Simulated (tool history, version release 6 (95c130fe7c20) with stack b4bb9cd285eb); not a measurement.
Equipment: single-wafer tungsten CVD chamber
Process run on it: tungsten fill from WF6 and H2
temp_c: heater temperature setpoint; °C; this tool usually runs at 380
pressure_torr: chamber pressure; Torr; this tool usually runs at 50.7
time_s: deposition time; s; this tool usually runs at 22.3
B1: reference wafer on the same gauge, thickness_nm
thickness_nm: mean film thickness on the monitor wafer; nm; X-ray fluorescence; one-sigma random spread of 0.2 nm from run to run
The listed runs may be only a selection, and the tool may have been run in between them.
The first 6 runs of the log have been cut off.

Run 7, hour 301.7: usual settings; B1 52.690. Result: thickness_nm 56.548 nm.
Run 8, hour 361.6: usual settings; B1 52.781. Result: thickness_nm 56.522 nm.
Run 9, hour 419.7: usual settings; B1 52.844. Result: thickness_nm 56.860 nm.
Run 10, hour 479.1: usual settings; B1 52.841. Result: thickness_nm 56.924 nm.
Run 11, hour 518.7: usual settings; B1 52.791. Result: thickness_nm 56.975 nm.
Run 12, hour 554.4: usual settings but time_s 23.6 s; B1 52.838. Result: thickness_nm 60.407 nm.
Run 13, hour 592.0: usual settings; B1 52.773. Result: thickness_nm 56.499 nm.
Run 14, hour 638.1: usual settings; B1 52.804. Result: thickness_nm 57.288 nm.
Run 15, hour 671.4: usual settings; B1 52.789. Result: thickness_nm 56.877 nm.
Run 16, hour 732.9: usual settings; B1 52.843. Result: thickness_nm 57.156 nm.
Run 17, hour 758.3: usual settings; B1 52.811. Result: thickness_nm 56.725 nm.
Run 18, hour 804.6: usual settings but temp_c 384 °C; B1 52.782. Result: thickness_nm 62.875 nm.
Run 19, hour 868.6: usual settings but pressure_torr 43.4 Torr, time_s 25.6 s; B1 52.839. Result: thickness_nm 62.147 nm.

Run 20 comes next. What will it give?
Run 20, hour 922.4: usual settings; B1 ?. Result: thickness_nm ?.

{"run 20": {"B1": 52.747, "thickness_nm": 57.22}}
Minus the tool's unlogged condition, the same run would have read thickness_nm 55.800 nm.
